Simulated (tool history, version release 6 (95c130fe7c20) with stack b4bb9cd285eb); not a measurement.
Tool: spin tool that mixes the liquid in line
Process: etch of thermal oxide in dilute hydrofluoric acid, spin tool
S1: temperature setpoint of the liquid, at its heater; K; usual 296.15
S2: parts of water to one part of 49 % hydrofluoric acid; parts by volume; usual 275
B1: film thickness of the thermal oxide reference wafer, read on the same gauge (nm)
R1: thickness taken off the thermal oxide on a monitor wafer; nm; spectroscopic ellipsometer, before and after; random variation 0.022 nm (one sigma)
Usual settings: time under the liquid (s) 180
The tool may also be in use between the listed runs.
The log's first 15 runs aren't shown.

run 16 hour=401.6 | S1=296.15 S2=275 time_under_the_liquid_(s)=180 | B1=150.013 | R1=1.912
run 17 hour=418.5 | S1=300.15 S2=275 time_under_the_liquid_(s)=180 | B1=149.964 | R1=2.203
run 18 hour=449.4 | S1=296.15 S2=275 time_under_the_liquid_(s)=180 | B1=150.003 | R1=1.917
-- hour=466.4 thermometer replaced
run 19 hour=478.3 | S1=296.15 S2=275 time_under_the_liquid_(s)=150 | B1=150.008 | R1=1.806
run 20 hour=494.6 | S1=296.15 S2=275 time_under_the_liquid_(s)=275 | B1=149.996 | R1=3.283
run 21 hour=516.8 | S1=292.15 S2=275 time_under_the_liquid_(s)=180 | B1=150.008 | R1=1.861
run 22 hour=539.7 | S1=296.15 S2=275 time_under_the_liquid_(s)=180 | B1=150.015 | R1=2.125
run 23 hour=565.4 | S1=296.15 S2=275 time_under_the_liquid_(s)=150 | B1=150.036 | R1=1.763
run 24 hour=601.1 | S1=300.15 S2=405 time_under_the_liquid_(s)=180 | B1=149.96 | R1=1.515
run 25 hour=637.5 | S1=300.65 S2=275 time_under_the_liquid_(s)=135 | B1=149.951 | R1=1.914
run 26 hour=663.2 | S1=292.15 S2=160 time_under_the_liquid_(s)=140 | B1=149.995 | R1=2.797
run 27 hour=688.8 | S1=296.15 S2=275 time_under_the_liquid_(s)=180 | B1=149.987 | R1=2.19
run 28 hour=712.5 | S1=296.15 S2=140 time_under_the_liquid_(s)=210 | B1=150.04 | R1=5.786
run 29 hour=732.7 | S1=299.15 S2=405 time_under_the_liquid_(s)=180 | B1=149.958 | R1=1.487
run 30 hour=757.6 | S1=292.15 S2=160 time_under_the_liquid_(s)=140 | B1=149.968 | R1=2.783
run 31 hour=819.6 | S1=291.15 S2=330 time_under_the_liquid_(s)=130 | B1=149.979 | R1=1.038
run 32 hour=851.5 | S1=296.15 S2=275 time_under_the_liquid_(s)=150 | B1=150.005 | R1=1.862
run 33 hour=877.2 | S1=296.15 S2=275 time_under_the_liquid_(s)=180 | B1=149.99 | R1=2.19
run 34 hour=894.6 | S1=291.65 S2=185 time_under_the_liquid_(s)=225 | B1=150.003 | R1=3.739

3 ways to go on from here, each from the tool as it stands after run 34. What would each give?
run A hour=895.1 | S1=296.15 S2=275 time_under_the_liquid_(s)=90 | B1=? | R1=?
run B hour=895.1 | S1=292.65 S2=230 time_under_the_liquid_(s)=245 | B1=? | R1=?
run C hour=895.1 | S1=294.15 S2=330 time_under_the_liquid_(s)=210 | B1=? | R1=?

run=A B1=150.055 R1=1.13
run=B B1=150.055 R1=3.356
run=C B1=150.055 R1=1.948
Without the tool's hidden state the same runs would have given:
run=A R1=1.063
run=B R1=3.174
run=C R1=1.829
